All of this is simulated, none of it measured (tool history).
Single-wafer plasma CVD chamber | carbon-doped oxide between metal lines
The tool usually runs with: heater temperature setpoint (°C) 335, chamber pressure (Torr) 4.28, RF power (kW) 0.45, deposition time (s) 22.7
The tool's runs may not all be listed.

run     day  heater temperature setpoint (°C)  chamber pressure (Torr)  RF power (kW)  deposition time (s)  read-back reference wafer on the same gauge, thickness_nm  mean film thickness on the monitor wafer (nm)
  1       0                               335                     4.28           0.45                 22.7                                                    105.859                                        105.641
  2   2.662                               335                     4.28           0.45                 22.7                                                    105.914                                        106.633
  3   5.604                               335                     4.28           0.45                 22.7                                                    105.994                                        106.189
  4   7.933                               335                     4.28           0.45                 22.7                                                    106.191                                        106.075
  5  11.138                               335                     4.28           0.45                 22.7                                                    105.981                                        106.589
  6  14.629                               335                     4.28          0.385                 22.7                                                     105.94                                         93.971
  7  16.717                               335                     4.28          0.385                 22.7                                                    106.009                                         93.612
  8  19.146                               335                     4.28           0.45                 22.7                                                    106.239                                        107.165
  9  20.821                               335                      3.8           0.45                 25.5                                                    106.061                                        116.515
 10   24.65                               347                     4.28           0.45                 22.7                                                    105.866                                        101.961
 11  28.083                               335                     4.72           0.45                 22.7                                                    105.664                                        109.023
 12  30.562                               335                     4.28          0.425                 20.8                                                    106.177                                         93.861
 13  34.646                               335                     4.28           0.48                 21.3                                                    105.968                                        103.836
 14   39.05                               335                     4.28           0.45                 25.6                                                    106.043                                        119.348
 15  40.942                               335                     3.46           0.45                 22.7                                                    105.604                                        102.284

Between the runs listed above, the log contained 5 entries, not reproduced here. Where in the sequence does each belong, and how does what the log doesn't record of the tool's condition differ from the listed run before to the listed run after?
Logged between run 5 and run 6: capacitance manometer re-zeroed and calibrated (day 13.146)
  nothing in the hidden state changes from one run to the other
Logged between run 6 and run 7: gauge calibrated (day 16.096)
  nothing in the hidden state changes from one run to the other
Logged between run 8 and run 9: RF generator calibrated (day 20.8)
  nothing in the hidden state changes from one run to the other
Logged between run 9 and run 10: thermocouple changed; heater temperature recalibrated (day 21.479)
  nothing in the hidden state changes from one run to the other
Logged between run 10 and run 11: showerhead replaced (day 26.796)
  nothing in the hidden state changes from one run to the other
